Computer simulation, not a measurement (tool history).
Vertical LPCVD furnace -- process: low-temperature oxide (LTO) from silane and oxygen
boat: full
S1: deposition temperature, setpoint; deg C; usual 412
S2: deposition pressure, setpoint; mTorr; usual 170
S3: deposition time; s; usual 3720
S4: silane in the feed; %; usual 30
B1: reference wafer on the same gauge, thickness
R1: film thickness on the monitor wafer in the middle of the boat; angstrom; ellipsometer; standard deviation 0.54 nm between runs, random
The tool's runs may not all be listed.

run,hour,S1,S2,S3,S4,B1,R1
1,0,412,170,3720,30,421.99,3752.6
2,12.1,412,170,3210,30,421.72,3238.5
3,25.7,412,170,3210,30,421.91,3236
4,32.7,412,170,3210,30,421.96,3235.6
5,47.3,412,170,3720,30,421.93,3746.1
6,57.2,412,170,3720,30,421.95,3742.7
7,71.2,412,170,3720,30,422.22,3753.1
8,78.3,412,170,3720,30,422.11,3764.8
# hour 96.9: gauge calibrated
# hour 105.2: pressure gauge zeroed
# hour 123: silane flow controller replaced
9,123.5,412,170,3720,30,422.15,3758.8
10,127.5,412,170,3720,30,421.93,3762.1
11,131.5,419,130,2580,26,422.12,1751
12,135.5,405,170,2550,30,421.98,2384.1
# hour 172.2: thermocouples replaced and temperature profile calibrated
13,181.7,421,130,2700,33,421.96,2518.4
14,195.1,419,170,3720,30,422.12,3892.1
15,210,412,180,5190,30,422.07,5328.8
16,221,424,205,2490,34,422.04,3941.9

What the log doesn't show, run by run:
true pressure minus gauge reading, mTorr: 0, the same for each run
deviation of the silane flow from its setpoint, %: 0, the same for each run
gauge reads high (%): 0, the same for each run
H1: true tube temperature minus thermocouple reading, K
run,H1
1,3.9
2,3.92
3,3.95
4,3.96
5,3.99
6,4.01
7,4.04
8,4.06
9,4.15
10,4.15
11,4.16
12,4.17
13,0.372
14,0.399
15,0.429
16,0.451

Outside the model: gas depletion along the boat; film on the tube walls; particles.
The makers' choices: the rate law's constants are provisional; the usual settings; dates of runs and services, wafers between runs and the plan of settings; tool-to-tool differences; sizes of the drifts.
